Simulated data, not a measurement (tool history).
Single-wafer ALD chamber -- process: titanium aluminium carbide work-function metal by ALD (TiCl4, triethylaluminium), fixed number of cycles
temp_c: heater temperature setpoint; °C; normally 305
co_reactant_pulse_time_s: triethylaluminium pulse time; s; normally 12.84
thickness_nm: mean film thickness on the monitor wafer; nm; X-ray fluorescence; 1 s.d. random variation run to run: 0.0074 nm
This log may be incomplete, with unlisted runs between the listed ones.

run,day,temp_c,co_reactant_pulse_time_s,"read-back reference wafer on the same gauge, thickness_nm",thickness_nm
1,0.000,308,9.57,2.321,2.215
2,3.438,308,9.57,2.320,2.215
3,5.433,305,14.18,2.322,2.225
4,7.279,305,14.18,2.318,2.230
5,11.233,305,14.18,2.321,2.230
6,13.479,313,12.84,2.319,2.306
7,16.754,313,12.84,2.320,2.304
# day 18.271: gauge calibrated
8,20.200,305,8.41,2.321,2.158
# day 20.967: showerhead replaced
# day 22.779: triethylaluminium bottle replaced
9,22.800,292,8.19,2.318,2.020
10,24.925,313,14.78,2.318,2.321
11,27.412,313,16.68,2.319,2.324
12,29.921,305,12.84,2.322,2.225
# day 31.504: thermocouple changed; heater temperature recalibrated
13,34.225,301,10.65,2.318,2.162
14,38.654,292,8.37,2.320,2.024
15,40.562,305,12.84,2.320,2.221

Each row is a separate what-if for the run after 15, all from the same tool condition, not one after another. Results?
A,40.579,314,12.84,?,?
B,40.579,299,9.16,?,?
C,40.579,312,12.84,?,?

run,"read-back reference wafer on the same gauge, thickness_nm",thickness_nm
A,2.319,2.318
B,2.319,2.111
C,2.319,2.297
With the hidden condition removed and each run's random variation left untouched, the same runs would have given:
run,thickness_nm
A,2.318
B,2.111
C,2.297

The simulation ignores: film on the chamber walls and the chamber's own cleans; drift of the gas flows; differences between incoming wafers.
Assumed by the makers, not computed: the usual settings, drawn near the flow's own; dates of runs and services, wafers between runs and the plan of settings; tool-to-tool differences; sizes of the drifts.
